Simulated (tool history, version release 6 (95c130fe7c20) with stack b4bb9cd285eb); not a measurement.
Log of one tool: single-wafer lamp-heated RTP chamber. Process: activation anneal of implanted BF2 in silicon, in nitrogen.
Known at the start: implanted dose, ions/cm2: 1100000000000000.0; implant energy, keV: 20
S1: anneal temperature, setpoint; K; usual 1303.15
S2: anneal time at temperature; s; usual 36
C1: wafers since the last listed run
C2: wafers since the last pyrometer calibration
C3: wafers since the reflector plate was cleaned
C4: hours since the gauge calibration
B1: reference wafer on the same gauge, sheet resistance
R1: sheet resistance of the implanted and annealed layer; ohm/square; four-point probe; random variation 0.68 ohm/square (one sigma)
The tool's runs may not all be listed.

| run | hour | S1 | S2 | C1 | C2 | C3 | C4 | B1 | R1 |
|---|---|---|---|---|---|---|---|---|---|
| 1 | 0 | 1303.15 | 25 | 0 | 4401 | 3036 | 1113.7 | 163.01 | 145.98 |
|  | 49.5 | gauge calibrated |
| 2 | 73.9 | 1303.15 | 25 | 657 | 5059 | 3694 | 24.4 | 163.32 | 145.42 |
|  | 292.7 | reflector plate cleaned |
|  | 331.7 | pyrometer window cleaned and pyrometer calibrated |
| 3 | 370.2 | 1303.15 | 25 | 2495 | 343 | 618 | 320.7 | 163.12 | 145.2 |
| 4 | 453.5 | 1303.15 | 46 | 741 | 1084 | 1360 | 404 | 162.98 | 132.33 |
| 5 | 756.3 | 1303.15 | 46 | 2695 | 3780 | 4056 | 706.8 | 162.77 | 133.38 |
| 6 | 796.3 | 1303.15 | 46 | 356 | 4136 | 4412 | 746.8 | 163.06 | 134.41 |
| 7 | 876 | 1303.15 | 36 | 709 | 4846 | 5121 | 826.5 | 162.76 | 137.07 |
| 8 | 921.6 | 1303.15 | 36 | 405 | 5251 | 5527 | 872.1 | 162.62 | 138.56 |
|  | 944.1 | reflector plate cleaned |
| 9 | 1010.5 | 1303.15 | 36 | 720 | 5972 | 591 | 961 | 162.52 | 138.15 |
| 10 | 1047.8 | 1303.15 | 36 | 332 | 6304 | 923 | 998.3 | 163.23 | 136.57 |
| 11 | 1089.3 | 1303.15 | 36 | 369 | 6673 | 1292 | 1039.8 | 162.94 | 137.34 |
| 12 | 1200.9 | 1303.15 | 36 | 993 | 7667 | 2286 | 1151.4 | 163.34 | 137.98 |
| 13 | 1277.4 | 1303.15 | 36 | 681 | 8348 | 2967 | 1227.9 | 162.63 | 138.69 |
|  | 1328.9 | pyrometer window cleaned and pyrometer calibrated |
| 14 | 1329.4 | 1303.15 | 28 | 391 | 4 | 3359 | 1279.9 | 162.91 | 143.54 |
| 15 | 1409.8 | 1303.15 | 36 | 715 | 720 | 4074 | 1360.3 | 162.82 | 137.36 |
| 16 | 1456.9 | 1291.15 | 36 | 419 | 1139 | 4494 | 1407.4 | 163.1 | 146.1 |
|  | 1472.8 | gauge calibrated |
| 17 | 1548 | 1291.15 | 27 | 811 | 1950 | 5305 | 75.2 | 163.56 | 153.46 |
| 18 | 1599.7 | 1303.15 | 36 | 460 | 2411 | 5765 | 126.9 | 163.09 | 137.67 |
|  | 1617.3 | reflector plate cleaned |
| 19 | 1640.1 | 1311.15 | 30 | 288 | 2699 | 202 | 167.3 | 162.84 | 136.87 |
| 20 | 1698.4 | 1319.15 | 36 | 519 | 3218 | 721 | 225.6 | 162.91 | 127.35 |
| 21 | 1744.6 | 1287.15 | 17 | 411 | 3629 | 1133 | 271.8 | 162.71 | 169.62 |
| 22 | 1811.3 | 1318.15 | 36 | 593 | 4223 | 1726 | 338.5 | 163.13 | 130.53 |
| 23 | 1891.7 | 1303.15 | 25 | 715 | 4939 | 2442 | 418.9 | 162.89 | 144.25 |
| 24 | 1929.2 | 1314.15 | 46 | 333 | 5273 | 2776 | 456.4 | 163.31 | 127.17 |
| 25 | 1969.6 | 1312.15 | 44 | 359 | 5633 | 3136 | 496.8 | 162.97 | 128.52 |

Forecast each of these 4 alternatives for the next run:
| A | 1970 | 1303.15 | 57 | 3 | 5636 | 3139 | 497.2 | ? | ? |
| B | 1970 | 1284.15 | 30 | 3 | 5636 | 3139 | 497.2 | ? | ? |
| C | 1970 | 1315.15 | 47 | 3 | 5636 | 3139 | 497.2 | ? | ? |
| D | 1970 | 1293.15 | 54 | 3 | 5636 | 3139 | 497.2 | ? | ? |

| run | B1 | R1 |
|---|---|---|
| A | 163.07 | 128.43 |
| B | 163.07 | 156.04 |
| C | 163.07 | 125.07 |
| D | 163.07 | 136.12 |
Without the tool's hidden state the same runs would have given:
| run | R1 |
|---|---|
| A | 128.43 |
| B | 156.04 |
| C | 125.07 |
| D | 136.12 |

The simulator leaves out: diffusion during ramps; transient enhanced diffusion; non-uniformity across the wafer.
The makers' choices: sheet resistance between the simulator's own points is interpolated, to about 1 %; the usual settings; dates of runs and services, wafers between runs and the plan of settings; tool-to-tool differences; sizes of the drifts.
